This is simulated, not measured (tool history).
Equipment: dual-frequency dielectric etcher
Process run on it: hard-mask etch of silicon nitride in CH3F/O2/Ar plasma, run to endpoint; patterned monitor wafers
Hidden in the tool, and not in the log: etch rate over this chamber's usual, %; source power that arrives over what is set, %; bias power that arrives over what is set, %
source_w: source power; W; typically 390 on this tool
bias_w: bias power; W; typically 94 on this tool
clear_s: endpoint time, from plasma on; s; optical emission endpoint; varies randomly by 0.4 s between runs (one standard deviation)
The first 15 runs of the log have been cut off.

run    hour  source_w  bias_w  wafers since the last listed run  hours since the last wet clean  hours since the last source power generator calibration  hours since the last bias power generator calibration  hours since the last upper electrode change  incoming incoming film thickness, nm  clear_s
 16   799.8       390     109                               690                           206.3                                                   3814.4                                                 2120.7                                       3841.7                                 45.26     53.7
      828.1  -- bias power generator calibrated
 17     855       390      94                               593                           261.5                                                   3869.6                                                   26.9                                       3896.9                                 45.25     56.9
 18   883.2       390      94                               327                           289.7                                                   3897.8                                                   55.1                                       3925.1                                 44.72     56.1
 19   909.1       460     107                               300                           315.6                                                   3923.7                                                     81                                         3951                                 45.06       51
 20   958.2       390      94                               569                           364.7                                                   3972.8                                                  130.1                                       4000.1                                 44.84     56.2
 21  1021.9       390      84                               738                           428.4                                                   4036.5                                                  193.8                                       4063.8                                  45.2       60
 22  1048.8       480      75                               312                           455.3                                                   4063.4                                                  220.7                                       4090.7                                 44.85     59.6
 23  1086.3       300      94                               435                           492.8                                                   4100.9                                                  258.2                                       4128.2                                  45.1     58.6
 24  1130.8       320      71                               516                           537.3                                                   4145.4                                                  302.7                                       4172.7                                 45.06     66.3
     1224.6  -- wet clean of the chamber
 25  1225.1       390      94                               815                             0.5                                                   4239.7                                                    397                                         4267                                 45.23     57.4
 26  1249.6       480     111                               284                              25                                                   4264.2                                                  421.5                                       4291.5                                 44.99     50.8
     1278.5  -- source power generator calibrated
       1286  -- upper electrode replaced
 27    1304       300      79                               496                            79.4                                                     25.5                                                  475.9                                           18                                 44.73     64.9
 28  1516.9       390      87                              2469                           292.3                                                    238.4                                                  688.8                                        230.9                                 45.12     59.1
 29  1563.6       390      94                               541                             339                                                    285.1                                                  735.5                                        277.6                                 44.84     55.5
 30  1600.3       390     108                               425                           375.7                                                    321.8                                                  772.2                                        314.3                                 45.32     51.6
 31  1662.1       390     115                               716                           437.5                                                    383.6                                                    834                                        376.1                                 44.87     49.9
 32    1762       390      74                              1158                           537.4                                                    483.5                                                  933.9                                          476                                 45.29     62.2
 33  1805.4       390      94                               503                           580.8                                                    526.9                                                  977.3                                        519.4                                 44.71     54.8
 34  1850.9       310      82                               527                           626.3                                                    572.4                                                 1022.8                                        564.9                                 44.69     60.2

Here are 5 independent what-if runs from the current tool condition. What would each one return?
  A  1851.3       450      94                                 4                           626.7                                                    572.8                                                 1023.2                                        565.3                                 44.81        ?
  B  1851.3       430      75                                 4                           626.7                                                    572.8                                                 1023.2                                        565.3                                 44.81        ?
  C  1851.3       320     110                                 4                           626.7                                                    572.8                                                 1023.2                                        565.3                                 44.81        ?
  D  1851.3       390      83                                 4                           626.7                                                    572.8                                                 1023.2                                        565.3                                 44.81        ?
  E  1851.3       460     106                                 4                           626.7                                                    572.8                                                 1023.2                                        565.3                                 44.81        ?

run  clear_s
  A     53.2
  B       60
  C     52.8
  D     58.3
  E       50
Had the tool no hidden state, the same runs would have come out as:
run  clear_s
  A     56.7
  B     63.9
  C     56.2
  D     62.1
  E     53.2
